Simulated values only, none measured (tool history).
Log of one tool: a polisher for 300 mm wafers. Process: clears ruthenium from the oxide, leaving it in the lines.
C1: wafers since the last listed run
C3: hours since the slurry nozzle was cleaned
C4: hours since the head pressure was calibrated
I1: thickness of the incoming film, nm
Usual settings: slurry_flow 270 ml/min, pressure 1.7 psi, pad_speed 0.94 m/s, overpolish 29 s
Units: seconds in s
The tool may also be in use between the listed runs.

Run 1, hour 0.0: usual settings; C1 0; wafers polished on this pad 640; C3 44.3; C4 458.2; I1 109.5. Result: seconds 129.0 s.
Run 2, hour 16.9: usual settings; C1 133; wafers polished on this pad 773; C3 61.2; C4 475.1; I1 110.3. Result: seconds 128.1 s.
At hour 44.3: worn pad replaced by a new one.
Run 3, hour 55.5: usual settings but slurry_flow 335 ml/min; C1 273; wafers polished on this pad 88; C3 99.8; C4 513.7; I1 109.8. Result: seconds 123.9 s.
Run 4, hour 68.5: usual settings but pressure 1.5 psi, pad_speed 1.14 m/s; C1 102; wafers polished on this pad 191; C3 112.8; C4 526.7; I1 110.9. Result: seconds 120.6 s.
Run 5, hour 81.3: usual settings; C1 101; wafers polished on this pad 292; C3 125.6; C4 539.5; I1 109.5. Result: seconds 130.2 s.
Run 6, hour 91.7: usual settings; C1 82; wafers polished on this pad 375; C3 136.0; C4 549.9; I1 110.8. Result: seconds 129.9 s.
Run 7, hour 100.9: usual settings; C1 72; wafers polished on this pad 447; C3 145.2; C4 559.1; I1 110.7. Result: seconds 128.2 s.
Run 8, hour 116.0: usual settings; C1 119; wafers polished on this pad 567; C3 160.3; C4 574.2; I1 108.3. Result: seconds 124.6 s.
Run 9, hour 136.3: usual settings; C1 160; wafers polished on this pad 727; C3 180.6; C4 594.5; I1 110.6. Result: seconds 130.3 s.
Run 10, hour 146.5: usual settings; C1 80; wafers polished on this pad 808; C3 190.8; C4 604.7; I1 109.6. Result: seconds 129.8 s.
Run 11, hour 154.4: usual settings; C1 62; wafers polished on this pad 870; C3 198.7; C4 612.6; I1 110.0. Result: seconds 131.4 s.
At hour 165.8: worn pad replaced by a new one.
Run 12, hour 166.3: usual settings; C1 62; wafers polished on this pad 4; C3 210.6; C4 624.5; I1 109.7. Result: seconds 127.6 s.
Run 13, hour 182.4: usual settings; C1 127; wafers polished on this pad 131; C3 226.7; C4 640.6; I1 112.0. Result: seconds 136.3 s.
At hour 189.2: slurry nozzle cleaned.
Run 14, hour 191.9: usual settings; C1 67; wafers polished on this pad 198; C3 2.7; C4 650.1; I1 111.4. Result: seconds 133.7 s.
Run 15, hour 206.0: usual settings but pad_speed 0.76 m/s, overpolish 21 s; C1 111; wafers polished on this pad 310; C3 16.8; C4 664.2; I1 111.2. Result: seconds 162.2 s.
Run 16, hour 222.0: usual settings but pressure 1.1 psi, overpolish 46 s; C1 126; wafers polished on this pad 436; C3 32.8; C4 680.2; I1 108.2. Result: seconds 192.5 s.
Run 17, hour 234.0: usual settings but slurry_flow 310 ml/min, pressure 1.5 psi, pad_speed 1.06 m/s, overpolish 22 s; C1 94; wafers polished on this pad 531; C3 44.8; C4 692.2; I1 110.2. Result: seconds 125.0 s.
Run 18, hour 240.7: usual settings but pad_speed 0.64 m/s, overpolish 24 s; C1 52; wafers polished on this pad 584; C3 51.5; C4 698.9; I1 111.1. Result: seconds 189.8 s.
Run 19, hour 264.5: usual settings but slurry_flow 345 ml/min, pressure 2.1 psi, pad_speed 1.20 m/s, overpolish 20 s; C1 188; wafers polished on this pad 772; C3 75.3; C4 722.7; I1 110.0. Result: seconds 78.2 s.
Run 20, hour 279.5: usual settings but overpolish 15 s; C1 118; wafers polished on this pad 891; C3 90.3; C4 737.7; I1 112.0. Result: seconds 130.5 s.
At hour 295.6: worn pad replaced by a new one.
Run 21, hour 296.1: usual settings but pressure 1.4 psi, pad_speed 0.62 m/s, overpolish 43 s; C1 99; wafers polished on this pad 4; C3 106.9; C4 754.3; I1 111.5. Result: seconds 242.1 s.
Run 22, hour 309.9: usual settings; C1 109; wafers polished on this pad 113; C3 120.7; C4 768.1; I1 110.2. Result: seconds 130.4 s.

Run 23 comes next. What will it give?
Run 23, hour 319.6: usual settings but slurry_flow 300 ml/min, pressure 1.3 psi, overpolish 46 s; C1 76; wafers polished on this pad 190; C3 130.4; C4 777.8; I1 110.9. Result: seconds ?.

{"run 23": {"seconds": 166.2}}
Without the tool's hidden state the same run would have given seconds 166.2 s.

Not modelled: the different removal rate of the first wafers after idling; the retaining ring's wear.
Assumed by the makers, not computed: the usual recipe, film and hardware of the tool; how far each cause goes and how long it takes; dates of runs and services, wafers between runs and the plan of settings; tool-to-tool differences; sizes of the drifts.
